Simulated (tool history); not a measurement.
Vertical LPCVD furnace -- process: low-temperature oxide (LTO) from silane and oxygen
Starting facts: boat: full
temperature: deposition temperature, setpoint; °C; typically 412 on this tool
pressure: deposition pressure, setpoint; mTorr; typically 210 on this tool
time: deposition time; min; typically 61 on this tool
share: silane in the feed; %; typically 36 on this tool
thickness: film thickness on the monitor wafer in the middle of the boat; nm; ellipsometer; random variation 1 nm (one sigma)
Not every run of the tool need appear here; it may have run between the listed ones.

run,hour,temperature,pressure,time,share,"read-back reference wafer on the same gauge, thickness",thickness
1,0,412,210,61,30,675.08,429.84
2,18.9,412,210,61,30,675.15,431.02
3,35.4,412,210,61,30,675.4,430.22
4,52.4,412,210,61,36,675.19,550.6
# hour 109.4: gauge calibrated
# hour 117.6: pressure gauge zeroed
5,118.1,417,210,61,36,675.09,610.45
6,123.4,417,210,61,36,674.94,611.56
7,135.7,412,210,61,40,675.09,659.82
8,146.9,412,210,61,40,674.54,657.8
# hour 188.7: silane flow controller replaced
# hour 209.5: thermocouples replaced and temperature profile calibrated
9,210,412,210,61,40,674.91,654.28
10,215.4,423,175,61,36,674.86,539.67
11,220.7,420,260,48.5,33,674.82,551.47
12,226,412,210,61,36,675.25,575.58
13,231.3,402,225,61,33,674.72,491.08
14,240.8,406,210,80.5,36,675.18,711.97
15,257.3,421,210,61,36,674.89,631.02
16,278.4,412,210,61,36,674.7,575.19
17,287.3,407,170,51,40,675.14,417.68
# hour 293.2: gauge calibrated
18,305.7,412,210,61,40,674.69,650.23

List, for all runs, the conditions of the tool that the log does not record:
true tube temperature minus thermocouple reading, K: 0 in every run
deviation of the silane flow from its setpoint, %: 0 in every run
gauge reads high (%): 0 in every run
H1: true pressure minus gauge reading, mTorr
run,H1
1,-10.3
2,-10.3
3,-10.3
4,-10.3
5,0.416
6,0.317
7,0.0907
8,-0.111
9,-1.18
10,-1.27
11,-1.35
12,-1.43
13,-1.51
14,-1.66
15,-1.91
16,-2.21
17,-2.34
18,-2.6

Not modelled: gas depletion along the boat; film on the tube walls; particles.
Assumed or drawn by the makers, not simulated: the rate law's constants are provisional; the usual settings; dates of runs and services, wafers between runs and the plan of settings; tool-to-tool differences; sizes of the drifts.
